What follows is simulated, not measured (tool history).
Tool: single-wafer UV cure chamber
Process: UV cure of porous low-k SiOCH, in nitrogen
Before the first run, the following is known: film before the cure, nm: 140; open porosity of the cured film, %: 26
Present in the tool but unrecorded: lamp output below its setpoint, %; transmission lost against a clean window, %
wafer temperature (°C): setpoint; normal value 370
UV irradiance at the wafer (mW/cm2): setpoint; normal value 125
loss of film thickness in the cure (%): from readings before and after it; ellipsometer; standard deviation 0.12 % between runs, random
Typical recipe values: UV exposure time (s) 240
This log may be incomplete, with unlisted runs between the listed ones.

run,hour,wafer temperature (°C),UV exposure time (s),UV irradiance at the wafer (mW/cm2),wafers since the last listed run,hours since the UV bulbs were replaced,wafers since the quartz window was cleaned,loss of film thickness in the cure (%)
1,0.0,370,240,125,0,2213.2,617,14.026
2,8.1,370,240,125,61,2221.3,678,14.064
3,16.8,370,240,125,65,2230.0,744,13.946
4,28.6,370,240,125,89,2241.8,834,14.231
5,78.0,370,240,125,374,2291.2,1208,13.863
6,94.0,370,240,125,121,2307.2,1329,13.675
7,105.7,370,240,125,88,2318.9,1418,13.587
8,116.6,370,240,125,82,2329.8,1500,13.632
9,123.6,370,240,125,53,2336.8,1553,13.421
10,134.4,370,240,125,81,2347.6,1635,13.527
11,148.1,370,240,125,103,2361.3,1739,13.606
12,159.5,370,240,125,86,2372.7,1825,13.469
13,175.8,370,240,125,123,2389.0,1948,13.323
14,190.5,388,145,125,111,2403.7,2060,11.102
15,199.8,364,355,139,70,2413.0,2130,15.621
16,206.5,370,240,125,50,2419.7,2181,13.050
# hour 215.7: UV bulbs replaced
# hour 216.5: quartz window cleaned
17,223.4,370,335,125,60,7.7,52,16.240
18,253.7,370,200,125,229,38.0,281,13.395
19,271.5,370,240,125,134,55.8,416,14.293
20,283.4,370,110,94,90,67.7,506,9.233
21,298.9,370,240,125,117,83.2,623,14.139
22,310.7,378,240,125,89,95.0,713,14.331
23,323.3,360,360,90,95,107.6,808,14.086
24,340.7,356,310,153,131,125.0,940,16.090
25,353.0,380,195,93,93,137.3,1033,11.921
26,359.8,363,150,142,51,144.1,1085,12.280
27,367.2,364,150,148,56,151.5,1141,12.273

What if the next run were any one of these 5? Each begins from the tool's condition after run 27:
A,367.7,370,240,125,3,152.0,1144,?
B,367.7,358,170,96,3,152.0,1144,?
C,367.7,370,380,157,3,152.0,1144,?
D,367.7,380,325,105,3,152.0,1144,?
E,367.7,354,175,86,3,152.0,1144,?

run,loss of film thickness in the cure (%)
A,13.787
B,10.661
C,17.221
D,14.626
E,10.211
Without the tool's unlogged condition, the same runs would have read:
run,loss of film thickness in the cure (%)
A,14.369
B,11.206
C,17.820
D,15.215
E,10.752
